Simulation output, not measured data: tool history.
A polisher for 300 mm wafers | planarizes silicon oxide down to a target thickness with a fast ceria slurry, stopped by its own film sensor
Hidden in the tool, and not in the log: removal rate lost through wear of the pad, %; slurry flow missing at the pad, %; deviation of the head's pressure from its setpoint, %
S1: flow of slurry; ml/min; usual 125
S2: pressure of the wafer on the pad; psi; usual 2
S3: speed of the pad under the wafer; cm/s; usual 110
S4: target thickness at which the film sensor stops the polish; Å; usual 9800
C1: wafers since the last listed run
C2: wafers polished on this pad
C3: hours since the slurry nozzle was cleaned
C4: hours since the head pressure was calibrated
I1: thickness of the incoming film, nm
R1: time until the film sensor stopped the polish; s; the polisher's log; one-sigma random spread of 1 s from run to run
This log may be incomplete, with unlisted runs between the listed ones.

run	hour	S1	S2	S3	S4	C1	C2	C3	C4	I1	R1
1	0	125	2	100	9800	0	1026	1.1	107	1797.1	80.9
# hour 4.7: worn pad replaced by a new one
2	62.7	125	2	100	9800	369	365	63.8	169.7	1820.1	79.1
3	109	125	2	100	9800	291	656	110.1	216	1768.1	77
4	140.3	125	2.3	96	9800	196	853	141.4	247.3	1781.2	74.7
# hour 156.1: worn pad replaced by a new one
5	209.8	125	2.3	96	9800	412	337	210.9	316.8	1779	72.9
6	246.6	125	2	110	9800	231	569	247.7	353.6	1801.9	72.8
7	274.7	125	2	110	9800	176	746	275.8	381.7	1781.2	70.8
8	337.6	125	2	110	11760	395	1142	338.7	444.6	1782.1	58.2
# hour 343: worn pad replaced by a new one
9	366.1	125	2	110	9800	154	145	367.2	473.1	1796.7	68
10	415.7	125	1.8	110	7080	312	457	416.8	522.7	1820.5	101.8
11	467.8	125	2	128	9800	327	785	468.9	574.8	1830.5	66.3
# hour 502.9: worn pad replaced by a new one
12	512.8	125	1.6	142	11890	258	62	513.9	619.8	1786.3	42.3
# hour 546.1: slurry nozzle cleaned
13	575.5	125	2	128	11560	388	450	29.4	682.5	1803.1	48
# hour 587.7: head pressure recalibrated
14	634.5	145	2	126	9800	358	809	88.4	46.8	1797.8	61.5
# hour 677.8: worn pad replaced by a new one
15	694.1	150	1.4	82	11610	349	102	148	106.4	1773	84.2
16	745.3	125	2	110	9800	322	424	199.2	157.6	1806	72.6

Hidden state at the last listed run before each entry between runs and at the first one after, where it differs:
Between runs 1 and 2: worn pad replaced by a new one (hour 4.7)
  removal rate lost through wear of the pad, %: 12.4 -> 5
  what was measured, less what the result would be without the hidden state, R1: +10 -> +3.9 s
Between runs 4 and 5: worn pad replaced by a new one (hour 156.1)
  removal rate lost through wear of the pad, %: 10.5 -> 5.85
  what was measured, less what the result would be without the hidden state, R1: +7.9 -> +4.3 s
Between runs 8 and 9: worn pad replaced by a new one (hour 343)
  removal rate lost through wear of the pad, %: 14.9 -> 2.64
  what was measured, less what the result would be without the hidden state, R1: +8.7 -> +1.7 s
Between runs 11 and 12: worn pad replaced by a new one (hour 502.9)
  removal rate lost through wear of the pad, %: 9.86 -> 1.37
  what was measured, less what the result would be without the hidden state, R1: +6.5 -> +0.6 s
Between runs 12 and 13: slurry nozzle cleaned (hour 546.1)
  removal rate lost through wear of the pad, %: 1.37 -> 5.82
  what was measured, less what the result would be without the hidden state, R1: +0.6 -> +2.8 s
Between runs 13 and 14: head pressure recalibrated (hour 587.7)
  removal rate lost through wear of the pad, %: 5.82 -> 10
  what was measured, less what the result would be without the hidden state, R1: +2.8 -> +6.1 s
Between runs 14 and 15: worn pad replaced by a new one (hour 677.8)
  removal rate lost through wear of the pad, %: 10 -> 2.43
  what was measured, less what the result would be without the hidden state, R1: +6.1 -> +2.1 s
